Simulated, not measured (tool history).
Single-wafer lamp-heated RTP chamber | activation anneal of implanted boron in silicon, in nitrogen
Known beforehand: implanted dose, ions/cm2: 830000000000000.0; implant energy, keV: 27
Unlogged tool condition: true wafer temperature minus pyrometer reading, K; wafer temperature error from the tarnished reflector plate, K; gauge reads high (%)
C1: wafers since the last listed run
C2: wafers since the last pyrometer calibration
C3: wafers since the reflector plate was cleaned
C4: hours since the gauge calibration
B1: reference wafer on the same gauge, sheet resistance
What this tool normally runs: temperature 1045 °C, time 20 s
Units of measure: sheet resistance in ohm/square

run 1 hour=0.0 | temperature=1029 time=28 | C1=0 C2=481 C3=7695 C4=112.0 | B1=121.58 | sheet_resistance=133.94
run 2 hour=22.7 | temperature=1029 time=28 | C1=404 C2=885 C3=8100 C4=134.7 | B1=121.65 | sheet_resistance=134.04
run 3 hour=54.3 | temperature=1045 time=20 | C1=563 C2=1449 C3=8663 C4=166.3 | B1=121.83 | sheet_resistance=133.72
run 4 hour=67.6 | temperature=1045 time=20 | C1=237 C2=1686 C3=8900 C4=179.6 | B1=121.84 | sheet_resistance=133.96
run 5 hour=97.2 | temperature=1045 time=20 | C1=527 C2=2214 C3=9428 C4=209.2 | B1=121.96 | sheet_resistance=134.08
run 6 hour=129.8 | temperature=1045 time=20 | C1=581 C2=2795 C3=10010 C4=241.8 | B1=122.13 | sheet_resistance=133.78
run 7 hour=146.6 | temperature=1045 time=20 | C1=299 C2=3095 C3=10309 C4=258.6 | B1=122.08 | sheet_resistance=134.08
run 8 hour=166.9 | temperature=1058 time=29 | C1=362 C2=3457 C3=10671 C4=278.9 | B1=122.15 | sheet_resistance=133.02

Predict the results of run 9:
-- hour=181.2 pyrometer window cleaned and pyrometer calibrated
run 9 hour=263.9 | temperature=1017 time=24 | C1=1587 C2=1474 C3=12258 C4=375.9 | B1=? | sheet_resistance=?

Run 9 yielded B1 122.28, sheet resistance 136.23 ohm/square.
With the hidden condition absent and the run-to-run variation left alone, this run would have shown sheet resistance 134.77 ohm/square.

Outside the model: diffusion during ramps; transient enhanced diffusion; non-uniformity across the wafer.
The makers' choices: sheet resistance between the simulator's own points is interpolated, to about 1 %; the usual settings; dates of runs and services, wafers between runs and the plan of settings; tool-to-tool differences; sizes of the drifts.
